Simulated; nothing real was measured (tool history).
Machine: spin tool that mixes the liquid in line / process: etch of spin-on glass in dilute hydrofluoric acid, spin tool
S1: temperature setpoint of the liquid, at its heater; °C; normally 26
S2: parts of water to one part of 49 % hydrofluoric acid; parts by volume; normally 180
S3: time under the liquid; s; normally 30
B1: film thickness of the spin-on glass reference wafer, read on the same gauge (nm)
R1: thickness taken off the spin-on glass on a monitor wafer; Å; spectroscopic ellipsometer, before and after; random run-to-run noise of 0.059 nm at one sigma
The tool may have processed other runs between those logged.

Run 1, hour 0: usual settings; B1 117.56. Result: R1 72.6 Å.
Run 2, hour 84.8: usual settings; B1 117.67. Result: R1 72.7 Å.
Run 3, hour 154.8: usual settings; B1 117.74. Result: R1 71.4 Å.
Run 4, hour 228.7: usual settings; B1 117.86. Result: R1 71.2 Å.
Run 5, hour 274: usual settings but S1 28.5 °C, S2 225 parts by volume; B1 117.97. Result: R1 60.1 Å.
Run 6, hour 347.8: usual settings but S1 28.5 °C, S2 225 parts by volume; B1 118.05. Result: R1 60.7 Å.
Run 7, hour 448.7: usual settings but S1 28.5 °C, S2 225 parts by volume; B1 118.15. Result: R1 59.4 Å.
Run 8, hour 626.9: usual settings but S3 15 s; B1 118.28. Result: R1 36.5 Å.
Run 9, hour 715.6: usual settings but S3 15 s; B1 118.37. Result: R1 35.7 Å.
Run 10, hour 793.1: usual settings but S3 15 s; B1 109.93. Result: R1 34.1 Å.
Run 11, hour 870.8: usual settings; B1 110.68. Result: R1 69 Å.
Run 12, hour 939.2: usual settings; B1 111.27. Result: R1 67.9 Å.
Run 13, hour 1027.5: usual settings but S1 28 °C, S2 135 parts by volume, S3 50 s; B1 111.99. Result: R1 174.9 Å.
Run 14, hour 1121.4: usual settings; B1 112.62. Result: R1 67.9 Å.
Run 15, hour 1226.3: usual settings but S1 24 °C, S2 270 parts by volume, S3 25 s; B1 113.35. Result: R1 32.4 Å.
Run 16, hour 1304.2: usual settings but S1 29 °C; B1 113.81. Result: R1 76.4 Å.
Run 17, hour 1355.7: usual settings; B1 114.1. Result: R1 70.2 Å.
Run 18, hour 1406.6: usual settings but S3 15 s; B1 114.37. Result: R1 35.4 Å.
Run 19, hour 1514.4: usual settings but S2 260 parts by volume; B1 114.84. Result: R1 44.6 Å.
Run 20, hour 1573.9: usual settings; B1 115.15. Result: R1 69.8 Å.
Run 21, hour 1617.2: usual settings but S1 30.5 °C, S2 145 parts by volume, S3 40 s; B1 115.3. Result: R1 145.3 Å.
Run 22, hour 1672.7: usual settings but S2 245 parts by volume; B1 115.54. Result: R1 48.3 Å.
Run 23, hour 1774.1: usual settings but S1 30 °C, S3 20 s; B1 115.86. Result: R1 54.1 Å.
Run 24, hour 1848.7: usual settings but S1 28 °C, S3 35 s; B1 116.1. Result: R1 88.7 Å.
Run 25, hour 1915.9: usual settings but S1 30 °C, S2 110 parts by volume, S3 35 s; B1 116.27. Result: R1 170.9 Å.
Run 26, hour 1978.6: usual settings but S1 28 °C, S2 130 parts by volume; B1 116.46. Result: R1 113.7 Å.
Run 27, hour 2043.3: usual settings but S2 135 parts by volume, S3 50 s; B1 116.61. Result: R1 167.8 Å.
Run 28, hour 2140.1: usual settings but S2 255 parts by volume; B1 116.83. Result: R1 46.4 Å.
Run 29, hour 2203.4: usual settings but S2 115 parts by volume, S3 45 s; B1 116.95. Result: R1 179.7 Å.
Run 30, hour 2309.5: usual settings but S1 23.5 °C, S2 240 parts by volume; B1 117.15. Result: R1 46.5 Å.
Run 31, hour 2414.8: usual settings but S3 25 s; B1 117.36. Result: R1 59.6 Å.
Run 32, hour 2485.5: usual settings; B1 117.42. Result: R1 72.1 Å.
Run 33, hour 2554.6: usual settings but S3 40 s; B1 117.58. Result: R1 94.6 Å.
Run 34, hour 2613.2: usual settings but S1 24 °C, S3 20 s; B1 117.64. Result: R1 44.6 Å.

Withheld: 3 entries from between the runs. Position of each, and hidden state at the listed run before versus the listed run after:
Between runs 9 and 10: gauge calibrated (hour 761)
  gauge reads high (%): 7.6 -> -0.0554
  measured minus no-state result, R1: +2.5 -> +0 Å
Between runs 19 and 20: thermometer replaced (hour 1546.4)
  gauge reads high (%): 4.41 -> 4.64
  measured minus no-state result, R1: +1.9 -> +3.1 Å
Between runs 22 and 23: hydrofluoric acid flow meter replaced (hour 1710)
  gauge reads high (%): 4.99 -> 5.31
  measured minus no-state result, R1: +2.3 -> +2.8 Å
